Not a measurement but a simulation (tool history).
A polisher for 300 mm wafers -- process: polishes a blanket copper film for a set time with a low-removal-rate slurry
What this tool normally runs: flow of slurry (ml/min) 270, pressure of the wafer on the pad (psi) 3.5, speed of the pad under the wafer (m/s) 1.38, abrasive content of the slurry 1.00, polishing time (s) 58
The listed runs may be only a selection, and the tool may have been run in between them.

| run | hour | flow of slurry (ml/min) | pressure of the wafer on the pad (psi) | speed of the pad under the wafer (m/s) | abrasive content of the slurry | polishing time (s) | wafers since the last listed run | wafers polished on this pad | hours since the slurry nozzle was cleaned | hours since the head pressure was calibrated | hours since the slurry blender was calibrated | incoming thickness of the incoming film, nm | film removed (Å) |
|---|---|---|---|---|---|---|---|---|---|---|---|---|---|
| 1 | 0.0 | 270 | 3.5 | 1.38 | 1.00 | 58 | 0 | 1927 | 309.6 | 152.0 | 92.9 | 797.3 | 3290 |
|  | 31.1 | worn pad replaced by a new one |
| 2 | 31.6 | 270 | 3.5 | 1.38 | 1.00 | 58 | 302 | 5 | 341.2 | 183.6 | 124.5 | 800.7 | 3276 |
| 3 | 44.6 | 270 | 3.5 | 1.38 | 1.00 | 58 | 142 | 147 | 354.2 | 196.6 | 137.5 | 801.0 | 3273 |
| 4 | 68.9 | 270 | 3.5 | 1.38 | 1.00 | 58 | 266 | 414 | 378.5 | 220.9 | 161.8 | 802.6 | 3350 |
| 5 | 102.2 | 270 | 3.5 | 1.38 | 1.00 | 58 | 365 | 779 | 411.8 | 254.2 | 195.1 | 814.5 | 3278 |
| 6 | 116.9 | 270 | 3.5 | 1.38 | 1.00 | 58 | 161 | 940 | 426.5 | 268.9 | 209.8 | 794.9 | 3256 |
| 7 | 143.1 | 270 | 3.5 | 1.38 | 1.00 | 58 | 287 | 1228 | 452.7 | 295.1 | 236.0 | 790.3 | 3280 |
| 8 | 173.1 | 270 | 3.5 | 1.38 | 1.00 | 58 | 329 | 1557 | 482.7 | 325.1 | 266.0 | 791.2 | 3261 |
|  | 196.7 | slurry blender recalibrated |
| 9 | 207.7 | 270 | 3.5 | 1.38 | 1.00 | 58 | 357 | 1914 | 517.3 | 359.7 | 11.0 | 807.4 | 3263 |
| 10 | 230.3 | 290 | 3.5 | 1.38 | 1.00 | 58 | 247 | 2162 | 539.9 | 382.3 | 33.6 | 810.3 | 3288 |
|  | 240.7 | worn pad replaced by a new one, of another model than before |
| 11 | 246.8 | 270 | 3.5 | 1.38 | 1.00 | 58 | 137 | 66 | 556.4 | 398.8 | 50.1 | 789.2 | 3151 |
| 12 | 282.1 | 270 | 3.5 | 1.38 | 1.00 | 58 | 387 | 453 | 591.7 | 434.1 | 85.4 | 791.9 | 3165 |
| 13 | 308.5 | 270 | 3.5 | 1.82 | 0.85 | 74 | 289 | 743 | 618.1 | 460.5 | 111.8 | 789.7 | 4405 |
| 14 | 343.7 | 315 | 3.5 | 1.50 | 1.25 | 58 | 386 | 1129 | 653.3 | 495.7 | 147.0 | 793.0 | 3563 |
|  | 423.7 | worn pad replaced by a new one |
| 15 | 424.2 | 240 | 3.5 | 0.98 | 1.00 | 58 | 838 | 5 | 733.8 | 576.2 | 227.5 | 795.1 | 2730 |
| 16 | 453.2 | 270 | 3.5 | 1.38 | 1.00 | 58 | 318 | 323 | 762.8 | 605.2 | 256.5 | 810.5 | 3148 |
|  | 475.2 | slurry nozzle cleaned |
| 17 | 475.7 | 270 | 4.1 | 1.38 | 0.90 | 40 | 235 | 559 | 0.5 | 627.7 | 279.0 | 796.7 | 2489 |
|  | 493.1 | slurry blender recalibrated |
| 18 | 503.8 | 270 | 3.5 | 1.38 | 1.10 | 58 | 286 | 845 | 28.6 | 655.8 | 10.7 | 796.0 | 3452 |
| 19 | 539.7 | 270 | 3.5 | 1.38 | 0.80 | 58 | 393 | 1238 | 64.5 | 691.7 | 46.6 | 802.4 | 3140 |
| 20 | 553.2 | 300 | 3.5 | 1.64 | 1.00 | 58 | 148 | 1386 | 78.0 | 705.2 | 60.1 | 794.0 | 3590 |
|  | 556.1 | head pressure recalibrated |
| 21 | 571.8 | 270 | 3.5 | 1.38 | 1.00 | 58 | 182 | 1569 | 96.6 | 15.7 | 78.7 | 803.8 | 3329 |
| 22 | 586.2 | 200 | 2.9 | 1.22 | 1.00 | 58 | 157 | 1726 | 111.0 | 30.1 | 93.1 | 803.2 | 2686 |
|  | 622.4 | worn pad replaced by a new one |
| 23 | 692.9 | 270 | 3.5 | 1.38 | 1.00 | 58 | 1126 | 772 | 217.7 | 136.8 | 199.8 | 789.9 | 3287 |
| 24 | 721.1 | 270 | 3.5 | 1.20 | 1.00 | 58 | 309 | 1081 | 245.9 | 165.0 | 228.0 | 810.7 | 3075 |
| 25 | 738.0 | 270 | 3.5 | 1.38 | 1.00 | 58 | 185 | 1267 | 262.8 | 181.9 | 244.9 | 794.7 | 3259 |
| 26 | 782.3 | 215 | 3.5 | 1.38 | 1.00 | 73 | 485 | 1753 | 307.1 | 226.2 | 289.2 | 817.0 | 3971 |
| 27 | 796.2 | 270 | 3.5 | 1.22 | 0.90 | 58 | 152 | 1905 | 321.0 | 240.1 | 303.1 | 792.6 | 3014 |
|  | 809.2 | slurry blender recalibrated |
|  | 810.0 | worn pad replaced by a new one |
| 28 | 830.8 | 205 | 3.5 | 1.66 | 1.00 | 58 | 348 | 227 | 355.6 | 274.7 | 21.6 | 800.9 | 3344 |
| 29 | 857.5 | 195 | 3.5 | 1.54 | 0.90 | 50 | 292 | 520 | 382.3 | 301.4 | 48.3 | 785.2 | 2737 |
| 30 | 876.0 | 270 | 3.5 | 1.38 | 1.25 | 39 | 202 | 723 | 400.8 | 319.9 | 66.8 | 800.1 | 2322 |

Hidden condition of the tool, last listed run before each entry between runs versus first listed run after:
Run 1 -> run 2: worn pad replaced by a new one (hour 31.1)
  slurry flow missing at the pad, %: 19.6 -> 21
  measured result minus the result with no hidden state, film removed (Å): -55 -> -59
Run 8 -> run 9: slurry blender recalibrated (hour 196.7)
  slurry flow missing at the pad, %: 27.4 -> 28.9
  measured result minus the result with no hidden state, film removed (Å): -81 -> -87
Run 10 -> run 11: worn pad replaced by a new one, of another model than before (hour 240.7)
  slurry flow missing at the pad, %: 29.9 -> 30.7
  measured result minus the result with no hidden state, film removed (Å): -87 -> -157
Run 14 -> run 15: worn pad replaced by a new one (hour 423.7)
  slurry flow missing at the pad, %: 35 -> 38.6
  measured result minus the result with no hidden state, film removed (Å): -186 -> -222
Run 16 -> run 17: slurry nozzle cleaned (hour 475.2)
  slurry flow missing at the pad, %: 39.9 -> 4.51
  measured result minus the result with no hidden state, film removed (Å): -241 -> -12
Run 17 -> run 18: slurry blender recalibrated (hour 493.1)
  slurry flow missing at the pad, %: 4.51 -> 5.77
  measured result minus the result with no hidden state, film removed (Å): -12 -> -23
Run 20 -> run 21: head pressure recalibrated (hour 556.1)
  slurry flow missing at the pad, %: 7.98 -> 8.81
  measured result minus the result with no hidden state, film removed (Å): -30 -> -35
Run 22 -> run 23: worn pad replaced by a new one (hour 622.4)
  slurry flow missing at the pad, %: 9.46 -> 14.2
  measured result minus the result with no hidden state, film removed (Å): -41 -> -59
Run 27 -> run 28: slurry blender recalibrated (hour 809.2); worn pad replaced by a new one (hour 810.0)
  slurry flow missing at the pad, %: 18.9 -> 20.4
  measured result minus the result with no hidden state, film removed (Å): -77 -> -126
